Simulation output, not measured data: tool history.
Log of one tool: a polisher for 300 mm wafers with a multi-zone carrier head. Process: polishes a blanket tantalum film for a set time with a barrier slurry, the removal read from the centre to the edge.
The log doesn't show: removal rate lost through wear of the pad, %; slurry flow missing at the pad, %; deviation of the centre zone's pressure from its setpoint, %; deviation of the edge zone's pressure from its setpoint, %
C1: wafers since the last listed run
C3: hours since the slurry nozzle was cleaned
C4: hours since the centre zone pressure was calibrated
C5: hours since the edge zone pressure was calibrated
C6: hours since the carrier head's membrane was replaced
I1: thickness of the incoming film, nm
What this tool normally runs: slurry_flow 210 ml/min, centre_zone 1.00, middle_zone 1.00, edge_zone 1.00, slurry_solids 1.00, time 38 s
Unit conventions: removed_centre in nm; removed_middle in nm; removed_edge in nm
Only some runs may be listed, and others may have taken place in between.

{"run": 1, "day": 0.0, "slurry_flow": 210, "centre_zone": 1.0, "middle_zone": 1.0, "edge_zone": 1.0, "slurry_solids": 1.0, "time": 38, "C1": 0, "wafers polished on this pad": 947, "C3": 38.9, "C4": 19.2, "C5": 1487.7, "C6": 1049.4, "I1": 188.9, "removed_centre": 66.0, "removed_middle": 68.9, "removed_edge": 68.3}
{"day": 0.246, "done": "carrier head's membrane replaced by a new one"}
{"day": 0.725, "done": "worn pad replaced by a new one"}
{"run": 2, "day": 1.667, "slurry_flow": 210, "centre_zone": 1.0, "middle_zone": 1.0, "edge_zone": 1.0, "slurry_solids": 1.0, "time": 38, "C1": 396, "wafers polished on this pad": 288, "C3": 78.9, "C4": 59.2, "C5": 1527.7, "C6": 34.1, "I1": 188.2, "removed_centre": 66.2, "removed_middle": 68.2, "removed_edge": 68.1}
{"run": 3, "day": 2.004, "slurry_flow": 210, "centre_zone": 1.0, "middle_zone": 1.0, "edge_zone": 1.0, "slurry_solids": 1.0, "time": 38, "C1": 103, "wafers polished on this pad": 392, "C3": 87.0, "C4": 67.3, "C5": 1535.8, "C6": 42.2, "I1": 191.3, "removed_centre": 65.9, "removed_middle": 67.9, "removed_edge": 67.4}
{"run": 4, "day": 2.325, "slurry_flow": 210, "centre_zone": 1.0, "middle_zone": 1.0, "edge_zone": 1.0, "slurry_solids": 1.0, "time": 31, "C1": 98, "wafers polished on this pad": 491, "C3": 94.7, "C4": 75.0, "C5": 1543.5, "C6": 49.9, "I1": 189.9, "removed_centre": 53.5, "removed_middle": 55.3, "removed_edge": 55.3}
{"run": 5, "day": 2.733, "slurry_flow": 210, "centre_zone": 1.08, "middle_zone": 1.0, "edge_zone": 0.92, "slurry_solids": 0.7, "time": 50, "C1": 125, "wafers polished on this pad": 616, "C3": 104.5, "C4": 84.8, "C5": 1553.3, "C6": 59.7, "I1": 187.9, "removed_centre": 86.4, "removed_middle": 81.9, "removed_edge": 79.5}
{"run": 6, "day": 3.121, "slurry_flow": 210, "centre_zone": 1.0, "middle_zone": 1.0, "edge_zone": 1.0, "slurry_solids": 1.1, "time": 50, "C1": 119, "wafers polished on this pad": 735, "C3": 113.8, "C4": 94.1, "C5": 1562.6, "C6": 69.0, "I1": 189.7, "removed_centre": 87.7, "removed_middle": 91.0, "removed_edge": 90.4}
{"day": 3.225, "done": "edge zone pressure recalibrated"}
{"run": 7, "day": 3.696, "slurry_flow": 260, "centre_zone": 1.0, "middle_zone": 1.12, "edge_zone": 1.05, "slurry_solids": 0.8, "time": 38, "C1": 151, "wafers polished on this pad": 886, "C3": 127.6, "C4": 107.9, "C5": 11.3, "C6": 82.8, "I1": 188.0, "removed_centre": 64.3, "removed_middle": 73.0, "removed_edge": 66.9}
{"run": 8, "day": 4.358, "slurry_flow": 210, "centre_zone": 1.0, "middle_zone": 1.0, "edge_zone": 1.0, "slurry_solids": 1.0, "time": 38, "C1": 203, "wafers polished on this pad": 1090, "C3": 143.5, "C4": 123.8, "C5": 27.2, "C6": 98.7, "I1": 187.5, "removed_centre": 64.8, "removed_middle": 67.8, "removed_edge": 67.3}
{"run": 9, "day": 4.942, "slurry_flow": 210, "centre_zone": 1.0, "middle_zone": 1.0, "edge_zone": 1.0, "slurry_solids": 1.0, "time": 38, "C1": 179, "wafers polished on this pad": 1269, "C3": 157.5, "C4": 137.8, "C5": 41.2, "C6": 112.7, "I1": 188.2, "removed_centre": 65.1, "removed_middle": 66.9, "removed_edge": 67.5}
{"run": 10, "day": 5.517, "slurry_flow": 210, "centre_zone": 0.93, "middle_zone": 1.0, "edge_zone": 1.0, "slurry_solids": 1.0, "time": 38, "C1": 176, "wafers polished on this pad": 1446, "C3": 171.3, "C4": 151.6, "C5": 55.0, "C6": 126.5, "I1": 189.4, "removed_centre": 60.1, "removed_middle": 67.7, "removed_edge": 68.0}
{"day": 5.858, "done": "worn pad replaced by a new one"}
{"run": 11, "day": 5.879, "slurry_flow": 210, "centre_zone": 0.96, "middle_zone": 1.0, "edge_zone": 1.0, "slurry_solids": 1.0, "time": 38, "C1": 60, "wafers polished on this pad": 6, "C3": 180.0, "C4": 160.3, "C5": 63.7, "C6": 135.2, "I1": 189.0, "removed_centre": 61.1, "removed_middle": 67.7, "removed_edge": 67.6}
{"run": 12, "day": 6.329, "slurry_flow": 210, "centre_zone": 1.05, "middle_zone": 1.0, "edge_zone": 1.0, "slurry_solids": 0.7, "time": 38, "C1": 138, "wafers polished on this pad": 145, "C3": 190.8, "C4": 171.1, "C5": 74.5, "C6": 146.0, "I1": 192.7, "removed_centre": 62.3, "removed_middle": 62.6, "removed_edge": 62.3}
{"run": 13, "day": 7.05, "slurry_flow": 210, "centre_zone": 0.9, "middle_zone": 1.0, "edge_zone": 1.0, "slurry_solids": 1.0, "time": 38, "C1": 221, "wafers polished on this pad": 366, "C3": 208.1, "C4": 188.4, "C5": 91.8, "C6": 163.3, "I1": 188.0, "removed_centre": 57.0, "removed_middle": 67.4, "removed_edge": 68.2}
{"run": 14, "day": 7.608, "slurry_flow": 210, "centre_zone": 1.0, "middle_zone": 1.0, "edge_zone": 0.92, "slurry_solids": 1.0, "time": 38, "C1": 171, "wafers polished on this pad": 538, "C3": 221.5, "C4": 201.8, "C5": 105.2, "C6": 176.7, "I1": 189.1, "removed_centre": 63.6, "removed_middle": 67.5, "removed_edge": 64.9}
{"run": 15, "day": 7.9, "slurry_flow": 180, "centre_zone": 1.0, "middle_zone": 1.0, "edge_zone": 1.0, "slurry_solids": 0.85, "time": 38, "C1": 89, "wafers polished on this pad": 627, "C3": 228.5, "C4": 208.8, "C5": 112.2, "C6": 183.7, "I1": 187.5, "removed_centre": 59.2, "removed_middle": 62.3, "removed_edge": 64.3}
{"run": 16, "day": 8.471, "slurry_flow": 230, "centre_zone": 1.06, "middle_zone": 1.0, "edge_zone": 1.0, "slurry_solids": 1.0, "time": 38, "C1": 175, "wafers polished on this pad": 803, "C3": 242.2, "C4": 222.5, "C5": 125.9, "C6": 197.4, "I1": 188.9, "removed_centre": 68.2, "removed_middle": 67.8, "removed_edge": 68.0}
{"run": 17, "day": 9.162, "slurry_flow": 210, "centre_zone": 1.0, "middle_zone": 1.0, "edge_zone": 0.93, "slurry_solids": 1.0, "time": 38, "C1": 212, "wafers polished on this pad": 1015, "C3": 258.8, "C4": 239.1, "C5": 142.5, "C6": 214.0, "I1": 193.5, "removed_centre": 62.9, "removed_middle": 67.2, "removed_edge": 64.0}
{"run": 18, "day": 9.421, "slurry_flow": 210, "centre_zone": 0.9, "middle_zone": 1.0, "edge_zone": 1.05, "slurry_solids": 1.1, "time": 38, "C1": 79, "wafers polished on this pad": 1095, "C3": 265.0, "C4": 245.3, "C5": 148.7, "C6": 220.2, "I1": 189.0, "removed_centre": 57.4, "removed_middle": 68.3, "removed_edge": 70.8}
{"run": 19, "day": 10.0, "slurry_flow": 210, "centre_zone": 1.0, "middle_zone": 1.0, "edge_zone": 1.0, "slurry_solids": 1.0, "time": 32, "C1": 177, "wafers polished on this pad": 1273, "C3": 278.9, "C4": 259.2, "C5": 162.6, "C6": 234.1, "I1": 189.5, "removed_centre": 52.3, "removed_middle": 55.6, "removed_edge": 57.0}
{"day": 10.438, "done": "worn pad replaced by a new one"}
{"run": 20, "day": 11.796, "slurry_flow": 190, "centre_zone": 1.0, "middle_zone": 1.0, "edge_zone": 1.0, "slurry_solids": 1.0, "time": 38, "C1": 500, "wafers polished on this pad": 417, "C3": 322.0, "C4": 302.3, "C5": 205.7, "C6": 277.2, "I1": 190.0, "removed_centre": 60.4, "removed_middle": 64.4, "removed_edge": 66.1}
{"run": 21, "day": 12.129, "slurry_flow": 210, "centre_zone": 1.0, "middle_zone": 1.0, "edge_zone": 0.89, "slurry_solids": 0.75, "time": 38, "C1": 102, "wafers polished on this pad": 519, "C3": 330.0, "C4": 310.3, "C5": 213.7, "C6": 285.2, "I1": 186.3, "removed_centre": 58.0, "removed_middle": 63.0, "removed_edge": 59.8}
{"run": 22, "day": 12.629, "slurry_flow": 210, "centre_zone": 0.96, "middle_zone": 1.0, "edge_zone": 1.07, "slurry_solids": 1.0, "time": 38, "C1": 153, "wafers polished on this pad": 673, "C3": 342.0, "C4": 322.3, "C5": 225.7, "C6": 297.2, "I1": 189.4, "removed_centre": 58.4, "removed_middle": 65.9, "removed_edge": 69.5}

Hidden state or all else? Some run-to-run changes of removed_centre, split into what the settings, what came in and random variation would give without the hidden state, and what is left for the hidden state (with any gauge scatter that isn't in both results):
Run 4 -> 5: centre_zone 1.00 -> 1.08, edge_zone 1.00 -> 0.92, slurry_solids 1.00 -> 0.70, time 31 -> 50. removed_centre +32.9 nm: hidden state -1.4, all else +34.3.
Run 6 -> 7: slurry_flow 210 -> 260, middle_zone 1.00 -> 1.12, edge_zone 1.00 -> 1.05, slurry_solids 1.10 -> 0.80, time 50 -> 38, edge zone pressure recalibrated. removed_centre -23.4 nm: hidden state +0.9, all else -24.3.
Run 19 -> 20: slurry_flow 210 -> 190, time 32 -> 38, worn pad replaced by a new one. removed_centre +8.1 nm: hidden state -1.7, all else +9.8.

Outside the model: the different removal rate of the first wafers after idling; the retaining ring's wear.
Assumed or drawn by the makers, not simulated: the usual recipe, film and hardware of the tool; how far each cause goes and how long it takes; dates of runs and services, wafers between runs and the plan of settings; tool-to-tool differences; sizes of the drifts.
